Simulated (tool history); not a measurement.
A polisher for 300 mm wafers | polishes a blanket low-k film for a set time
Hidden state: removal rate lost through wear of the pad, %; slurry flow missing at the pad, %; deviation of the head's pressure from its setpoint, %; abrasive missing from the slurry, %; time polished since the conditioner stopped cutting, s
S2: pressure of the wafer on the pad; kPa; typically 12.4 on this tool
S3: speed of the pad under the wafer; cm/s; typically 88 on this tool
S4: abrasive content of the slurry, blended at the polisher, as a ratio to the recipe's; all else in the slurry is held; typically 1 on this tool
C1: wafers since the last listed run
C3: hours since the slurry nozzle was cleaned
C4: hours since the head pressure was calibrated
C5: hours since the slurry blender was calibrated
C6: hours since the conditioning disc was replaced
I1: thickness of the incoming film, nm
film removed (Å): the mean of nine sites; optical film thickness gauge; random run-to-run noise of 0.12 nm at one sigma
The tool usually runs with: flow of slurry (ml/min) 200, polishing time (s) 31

run 1 hour=0 | flow_of_slurry_(ml/min)=200 S2=12.4 S3=88 S4=1 polishing_time_(s)=31 | C1=0 wafers_polished_on_this_pad=402 C3=207.4 C4=832.2 C5=82.7 C6=44.7 | I1=774.1 | film_removed_(Å)=114
run 2 hour=12.9 | flow_of_slurry_(ml/min)=200 S2=12.4 S3=88 S4=1 polishing_time_(s)=26 | C1=82 wafers_polished_on_this_pad=484 C3=220.3 C4=845.1 C5=95.6 C6=57.6 | I1=768.5 | film_removed_(Å)=96
run 3 hour=43 | flow_of_slurry_(ml/min)=200 S2=12.4 S3=88 S4=0.9 polishing_time_(s)=31 | C1=191 wafers_polished_on_this_pad=676 C3=250.4 C4=875.2 C5=125.7 C6=87.7 | I1=773.4 | film_removed_(Å)=106
-- hour=68.8 slurry blender recalibrated
run 4 hour=70.9 | flow_of_slurry_(ml/min)=200 S2=12.4 S3=88 S4=1 polishing_time_(s)=24 | C1=165 wafers_polished_on_this_pad=841 C3=278.3 C4=903.1 C5=2.1 C6=115.6 | I1=776.8 | film_removed_(Å)=88
-- hour=107.2 conditioning disc replaced and pad reconditioned
run 5 hour=107.7 | flow_of_slurry_(ml/min)=200 S2=12.4 S3=88 S4=1 polishing_time_(s)=24 | C1=221 wafers_polished_on_this_pad=1063 C3=315.1 C4=939.9 C5=38.9 C6=0.5 | I1=766.9 | film_removed_(Å)=93
run 6 hour=136.6 | flow_of_slurry_(ml/min)=200 S2=12.4 S3=88 S4=1 polishing_time_(s)=31 | C1=184 wafers_polished_on_this_pad=1247 C3=344 C4=968.8 C5=67.8 C6=29.4 | I1=779.9 | film_removed_(Å)=116
-- hour=167.7 worn pad replaced by a new one
run 7 hour=168.2 | flow_of_slurry_(ml/min)=200 S2=12.4 S3=88 S4=1 polishing_time_(s)=31 | C1=175 wafers_polished_on_this_pad=3 C3=375.6 C4=1000.4 C5=99.4 C6=61 | I1=768.9 | film_removed_(Å)=114
run 8 hour=186 | flow_of_slurry_(ml/min)=200 S2=12.4 S3=88 S4=1 polishing_time_(s)=31 | C1=113 wafers_polished_on_this_pad=116 C3=393.4 C4=1018.2 C5=117.2 C6=78.8 | I1=769.6 | film_removed_(Å)=114
-- hour=194.8 slurry blender recalibrated
run 9 hour=206.7 | flow_of_slurry_(ml/min)=200 S2=12.4 S3=66 S4=1 polishing_time_(s)=35 | C1=119 wafers_polished_on_this_pad=235 C3=414.1 C4=1038.9 C5=11.9 C6=99.5 | I1=769.1 | film_removed_(Å)=106
run 10 hour=239.2 | flow_of_slurry_(ml/min)=200 S2=12.4 S3=114 S4=1 polishing_time_(s)=31 | C1=207 wafers_polished_on_this_pad=443 C3=446.6 C4=1071.4 C5=44.4 C6=132 | I1=771.2 | film_removed_(Å)=133
run 11 hour=257.8 | flow_of_slurry_(ml/min)=260 S2=15.9 S3=68 S4=1.25 polishing_time_(s)=31 | C1=118 wafers_polished_on_this_pad=561 C3=465.2 C4=1090 C5=63 C6=150.6 | I1=767.6 | film_removed_(Å)=133
-- hour=270.9 conditioning disc replaced and pad reconditioned
run 12 hour=291 | flow_of_slurry_(ml/min)=200 S2=12.4 S3=88 S4=1 polishing_time_(s)=31 | C1=198 wafers_polished_on_this_pad=760 C3=498.4 C4=1123.2 C5=96.2 C6=20.1 | I1=779.8 | film_removed_(Å)=117
-- hour=292.7 slurry nozzle cleaned
run 13 hour=321.2 | flow_of_slurry_(ml/min)=200 S2=12.4 S3=118 S4=1 polishing_time_(s)=31 | C1=186 wafers_polished_on_this_pad=946 C3=28.5 C4=1153.4 C5=126.4 C6=50.3 | I1=766.4 | film_removed_(Å)=138
-- hour=349.1 slurry blender recalibrated
run 14 hour=356.3 | flow_of_slurry_(ml/min)=170 S2=15.9 S3=72 S4=0.75 polishing_time_(s)=31 | C1=211 wafers_polished_on_this_pad=1157 C3=63.6 C4=1188.5 C5=7.2 C6=85.4 | I1=770.3 | film_removed_(Å)=104
-- hour=374 head pressure recalibrated
-- hour=418.7 worn pad replaced by a new one
run 15 hour=443 | flow_of_slurry_(ml/min)=200 S2=9 S3=88 S4=1 polishing_time_(s)=31 | C1=514 wafers_polished_on_this_pad=155 C3=150.3 C4=69 C5=93.9 C6=172.1 | I1=770.3 | film_removed_(Å)=83
-- hour=461.1 conditioning disc replaced and pad reconditioned
run 16 hour=477.3 | flow_of_slurry_(ml/min)=200 S2=12.4 S3=88 S4=1 polishing_time_(s)=31 | C1=205 wafers_polished_on_this_pad=361 C3=184.6 C4=103.3 C5=128.2 C6=16.2 | I1=779.7 | film_removed_(Å)=115
-- hour=491.2 slurry blender recalibrated
run 17 hour=509.2 | flow_of_slurry_(ml/min)=200 S2=13.8 S3=100 S4=0.7 polishing_time_(s)=26 | C1=190 wafers_polished_on_this_pad=551 C3=216.5 C4=135.2 C5=18 C6=48.1 | I1=760.7 | film_removed_(Å)=93
run 18 hour=544.5 | flow_of_slurry_(ml/min)=200 S2=12.4 S3=76 S4=1.2 polishing_time_(s)=31 | C1=225 wafers_polished_on_this_pad=776 C3=251.8 C4=170.5 C5=53.3 C6=83.4 | I1=776.4 | film_removed_(Å)=109

Some steps in film removed (Å) between neighbouring runs. How much of each would the tool show without its hidden state too (settings, what came in, random variation), and how much is left for the hidden state, with any gauge scatter that isn't in both results?
Run 11 -> 12: flow of slurry (ml/min) 260 -> 200, S2 15.9 -> 12.4, S3 68 -> 88, S4 1.25 -> 1, conditioning disc replaced and pad reconditioned. film removed (Å) -16: hidden state +8, all else -24.
Run 13 -> 14: flow of slurry (ml/min) 200 -> 170, S2 12.4 -> 15.9, S3 118 -> 72, S4 1 -> 0.75, slurry blender recalibrated. film removed (Å) -34: hidden state +1, all else -35.
